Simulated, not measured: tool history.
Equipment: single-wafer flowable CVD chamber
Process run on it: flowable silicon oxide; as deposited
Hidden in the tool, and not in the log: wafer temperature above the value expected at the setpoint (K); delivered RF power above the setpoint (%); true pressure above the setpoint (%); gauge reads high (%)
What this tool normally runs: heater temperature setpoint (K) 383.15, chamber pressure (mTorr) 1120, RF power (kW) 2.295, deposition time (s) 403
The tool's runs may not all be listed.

run,day,heater temperature setpoint (K),chamber pressure (mTorr),RF power (kW),deposition time (s),wafers since the last listed run,hours since the last thermocouple change,hours since the last RF generator calibration,hours since the last manometer calibration,hours since the showerhead was replaced,hours since the gauge calibration,"read-back reference wafer on the same gauge, thickness_nm",mean film thickness on the monitor wafer (Å)
1,0,383.15,1120,2.4,403,0,2292.2,1510.5,15,3578.6,130.3,269.156,2313.34
2,0.567,386.15,1120,2.295,358,73,2305.8,1524.1,28.6,3592.2,143.9,269.008,1848.51
3,0.888,383.15,1300,2.295,403,41,2313.5,1531.8,36.3,3599.9,151.6,268.971,2582.28
4,1.221,383.15,1300,2.295,403,43,2321.5,1539.8,44.3,3607.9,159.6,269.002,2593.37
5,1.829,383.15,1120,2.295,380,78,2336.1,1554.4,58.9,3622.5,174.2,269.158,2148.01
6,2.167,383.15,1260,2.455,353,43,2344.2,1562.5,67,3630.6,182.3,268.994,2232.72
7,2.692,396.15,1330,2.295,403,68,2356.8,1575.1,79.6,3643.2,194.9,269.053,1842.34
8,3.167,390.15,1120,2.295,403,61,2368.2,1586.5,91,3654.6,206.3,269.095,1850.58
9,3.629,383.15,1120,2.295,403,59,2379.3,1597.6,102.1,3665.7,217.4,269.043,2275.47
# day 3.967: showerhead replaced
10,5.396,389.15,1120,2.295,403,185,2421.7,1640,144.5,34.3,259.8,268.875,1896.79
11,5.65,390.15,1120,2.415,403,32,2427.8,1646.1,150.6,40.4,265.9,269.021,1858.86
# day 6.133: thermocouple changed; heater temperature recalibrated
# day 6.246: RF generator calibrated
12,6.333,383.15,1120,2.295,403,30,4.8,2.1,167,56.8,282.3,268.817,2526.57
# day 6.367: gauge calibrated
13,6.708,390.15,1120,2.415,403,48,13.8,11.1,176,65.8,8.2,269.138,2062.24
14,7.092,383.15,1200,2.295,382,49,23,20.3,185.2,75,17.4,268.958,2530.68
15,7.758,376.15,1340,2.295,403,86,39,36.3,201.2,91,33.4,269.005,3638.81
16,8.288,383.15,1120,2.295,403,68,51.7,49,213.9,103.7,46.1,268.993,2511.54
17,8.662,383.15,1120,2.295,403,48,60.7,58,222.9,112.7,55.1,269.126,2512.34
18,9.042,383.15,1120,2.295,403,49,69.8,67.1,232,121.8,64.2,268.923,2515.72
19,9.525,383.15,1300,2.295,403,62,81.4,78.7,243.6,133.4,75.8,268.866,2862.4
20,10.117,395.15,1270,1.88,445,76,95.6,92.9,257.8,147.6,90,269.029,2051.63
21,10.404,379.15,1120,1.9,429,37,102.5,99.8,264.7,154.5,96.9,269.027,2873.35
22,10.958,383.15,1120,2.295,380,71,115.8,113.1,278,167.8,110.2,268.955,2371.68
23,11.512,383.15,1250,2.295,371,71,129.1,126.4,291.3,181.1,123.5,269.126,2538.93
24,11.9,371.15,1120,2.295,454,50,138.4,135.7,300.6,190.4,132.8,268.884,4135.47
25,13.3,372.15,1120,2.295,374,181,172,169.3,334.2,224,166.4,269.226,3311.91
26,14.012,383.15,1390,1.86,403,92,189.1,186.4,351.3,241.1,183.5,268.897,2837.76
27,14.4,383.15,1120,2.295,403,50,198.4,195.7,360.6,250.4,192.8,269.093,2504.6

Below are 5 alternative next runs, each starting from the tool's condition after run 27. Predict each:
A,14.421,383.15,1120,2.295,445,2,198.9,196.2,361.1,250.9,193.3,?,?
B,14.421,383.15,1290,2.295,403,2,198.9,196.2,361.1,250.9,193.3,?,?
C,14.421,383.15,860,2.47,474,2,198.9,196.2,361.1,250.9,193.3,?,?
D,14.421,383.15,1120,2.295,378,2,198.9,196.2,361.1,250.9,193.3,?,?
E,14.421,372.15,1120,2.655,403,2,198.9,196.2,361.1,250.9,193.3,?,?

run,"read-back reference wafer on the same gauge, thickness_nm",mean film thickness on the monitor wafer (Å)
A,268.994,2779.73
B,268.994,2843.9
C,268.994,2388.7
D,268.994,2361.21
E,268.994,3655.03
Stripped of hidden state, with their random variation kept, the same runs would have yielded:
run,mean film thickness on the monitor wafer (Å)
A,2730.94
B,2794
C,2345.91
D,2319.77
E,3591.03

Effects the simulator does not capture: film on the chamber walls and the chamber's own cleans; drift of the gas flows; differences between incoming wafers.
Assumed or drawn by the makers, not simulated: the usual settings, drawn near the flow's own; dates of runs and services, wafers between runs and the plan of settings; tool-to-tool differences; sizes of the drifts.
